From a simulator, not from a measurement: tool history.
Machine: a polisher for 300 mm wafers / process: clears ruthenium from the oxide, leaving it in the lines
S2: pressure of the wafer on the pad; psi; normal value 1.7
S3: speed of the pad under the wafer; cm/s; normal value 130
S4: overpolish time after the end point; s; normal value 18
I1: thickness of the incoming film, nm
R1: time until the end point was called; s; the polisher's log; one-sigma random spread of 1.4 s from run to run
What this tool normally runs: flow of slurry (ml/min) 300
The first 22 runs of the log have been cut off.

{"run": 23, "hour": 271.9, "flow of slurry (ml/min)": 300, "S2": 1.9, "S3": 130, "S4": 18, "I1": 98.4, "R1": 68.9}
{"hour": 282.6, "done": "slurry nozzle cleaned"}
{"run": 24, "hour": 288.6, "flow of slurry (ml/min)": 340, "S2": 2.1, "S3": 158, "S4": 18, "I1": 99.2, "R1": 56.7}
{"run": 25, "hour": 299.8, "flow of slurry (ml/min)": 340, "S2": 2.1, "S3": 130, "S4": 14, "I1": 98.7, "R1": 61.1}
{"hour": 311.8, "done": "worn pad replaced by a new one"}
{"run": 26, "hour": 312.3, "flow of slurry (ml/min)": 225, "S2": 1.3, "S3": 156, "S4": 12, "I1": 99.8, "R1": 94.4}
{"run": 27, "hour": 316.2, "flow of slurry (ml/min)": 300, "S2": 2, "S3": 176, "S4": 29, "I1": 98.2, "R1": 51.8}
{"run": 28, "hour": 333.5, "flow of slurry (ml/min)": 300, "S2": 1.2, "S3": 130, "S4": 27, "I1": 99, "R1": 107}
{"run": 29, "hour": 345.6, "flow of slurry (ml/min)": 300, "S2": 1.7, "S3": 130, "S4": 18, "I1": 100.8, "R1": 77.6}
{"run": 30, "hour": 361.7, "flow of slurry (ml/min)": 380, "S2": 1.7, "S3": 130, "S4": 12, "I1": 100.8, "R1": 75.9}
{"run": 31, "hour": 376.0, "flow of slurry (ml/min)": 220, "S2": 2.2, "S3": 144, "S4": 18, "I1": 99.1, "R1": 57.5}
{"run": 32, "hour": 386.2, "flow of slurry (ml/min)": 300, "S2": 1.9, "S3": 130, "S4": 27, "I1": 99.7, "R1": 67}

3 ways to go on from here, each from the tool as it stands after run 32. What would each give?
{"run": "A", "hour": 386.6, "flow of slurry (ml/min)": 300, "S2": 2, "S3": 130, "S4": 18, "I1": 100.1, "R1": "?"}
{"run": "B", "hour": 386.6, "flow of slurry (ml/min)": 300, "S2": 1.7, "S3": 96, "S4": 8, "I1": 100.1, "R1": "?"}
{"run": "C", "hour": 386.6, "flow of slurry (ml/min)": 400, "S2": 1.9, "S3": 86, "S4": 15, "I1": 100.1, "R1": "?"}

run=A R1=64.7
run=B R1=90.3
run=C R1=83.5
With the hidden condition removed and each run's random variation left untouched, the same runs would have given:
run=A R1=71.1
run=B R1=99.3
run=C R1=91.8
